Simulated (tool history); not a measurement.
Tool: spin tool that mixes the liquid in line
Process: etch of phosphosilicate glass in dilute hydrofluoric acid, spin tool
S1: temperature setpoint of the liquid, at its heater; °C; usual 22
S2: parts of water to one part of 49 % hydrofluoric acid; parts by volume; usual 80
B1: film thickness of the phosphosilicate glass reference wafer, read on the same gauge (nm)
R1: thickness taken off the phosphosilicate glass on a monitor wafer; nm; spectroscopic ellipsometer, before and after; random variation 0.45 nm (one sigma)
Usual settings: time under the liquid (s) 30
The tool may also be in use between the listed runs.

{"run": 1, "day": 0.0, "S1": 22, "S2": 80, "time under the liquid (s)": 30, "B1": 90.02, "R1": 51.99}
{"run": 2, "day": 2.167, "S1": 22, "S2": 80, "time under the liquid (s)": 30, "B1": 90.01, "R1": 52.49}
{"run": 3, "day": 4.05, "S1": 22, "S2": 80, "time under the liquid (s)": 30, "B1": 89.99, "R1": 52.78}
{"day": 4.229, "done": "thermometer replaced"}
{"run": 4, "day": 7.375, "S1": 22, "S2": 80, "time under the liquid (s)": 30, "B1": 90, "R1": 50.37}
{"run": 5, "day": 10.804, "S1": 22, "S2": 80, "time under the liquid (s)": 20, "B1": 89.99, "R1": 34.39}
{"run": 6, "day": 13.217, "S1": 22, "S2": 80, "time under the liquid (s)": 20, "B1": 89.99, "R1": 34.51}
{"run": 7, "day": 16.767, "S1": 22, "S2": 80, "time under the liquid (s)": 20, "B1": 90.02, "R1": 33.88}
{"day": 19.754, "done": "hydrofluoric acid flow meter replaced"}
{"run": 8, "day": 21.533, "S1": 22, "S2": 80, "time under the liquid (s)": 30, "B1": 90.01, "R1": 51.54}
{"run": 9, "day": 23.612, "S1": 22, "S2": 80, "time under the liquid (s)": 30, "B1": 89.96, "R1": 51.34}
{"run": 10, "day": 26.188, "S1": 22, "S2": 80, "time under the liquid (s)": 30, "B1": 89.99, "R1": 52.16}
{"day": 27.071, "done": "gauge calibrated"}
{"run": 11, "day": 29.358, "S1": 20.5, "S2": 80, "time under the liquid (s)": 45, "B1": 89.99, "R1": 73.65}
{"run": 12, "day": 31.742, "S1": 25, "S2": 70, "time under the liquid (s)": 15, "B1": 89.97, "R1": 34.13}
{"day": 32.829, "done": "thermometer replaced"}
{"run": 13, "day": 33.246, "S1": 24.5, "S2": 80, "time under the liquid (s)": 30, "B1": 90, "R1": 55.15}
{"run": 14, "day": 37.408, "S1": 20, "S2": 120, "time under the liquid (s)": 30, "B1": 89.98, "R1": 30.66}
{"run": 15, "day": 41.029, "S1": 17.5, "S2": 65, "time under the liquid (s)": 20, "B1": 90.02, "R1": 35.22}
{"run": 16, "day": 44.492, "S1": 22, "S2": 80, "time under the liquid (s)": 30, "B1": 90, "R1": 51.58}
{"run": 17, "day": 47.508, "S1": 24.5, "S2": 80, "time under the liquid (s)": 15, "B1": 90.01, "R1": 29.03}
{"run": 18, "day": 51.95, "S1": 22, "S2": 80, "time under the liquid (s)": 25, "B1": 89.98, "R1": 43.82}
{"run": 19, "day": 54.283, "S1": 22, "S2": 80, "time under the liquid (s)": 30, "B1": 89.97, "R1": 51.25}
{"run": 20, "day": 60.888, "S1": 18, "S2": 80, "time under the liquid (s)": 30, "B1": 90.02, "R1": 44.82}

4 ways to go on from here, each from the tool as it stands after run 20. What would each give?
{"run": "A", "day": 60.904, "S1": 22, "S2": 80, "time under the liquid (s)": 30, "B1": "?", "R1": "?"}
{"run": "B", "day": 60.904, "S1": 22, "S2": 65, "time under the liquid (s)": 30, "B1": "?", "R1": "?"}
{"run": "C", "day": 60.904, "S1": 25.5, "S2": 80, "time under the liquid (s)": 30, "B1": "?", "R1": "?"}
{"run": "D", "day": 60.904, "S1": 19, "S2": 80, "time under the liquid (s)": 30, "B1": "?", "R1": "?"}

run=A B1=89.99 R1=53
run=B B1=89.99 R1=66.47
run=C B1=89.99 R1=60.94
run=D B1=89.99 R1=46.86
Without the tool's hidden state the same runs would have given:
run=A R1=50.65
run=B R1=63.5
run=C R1=58.33
run=D R1=44.73
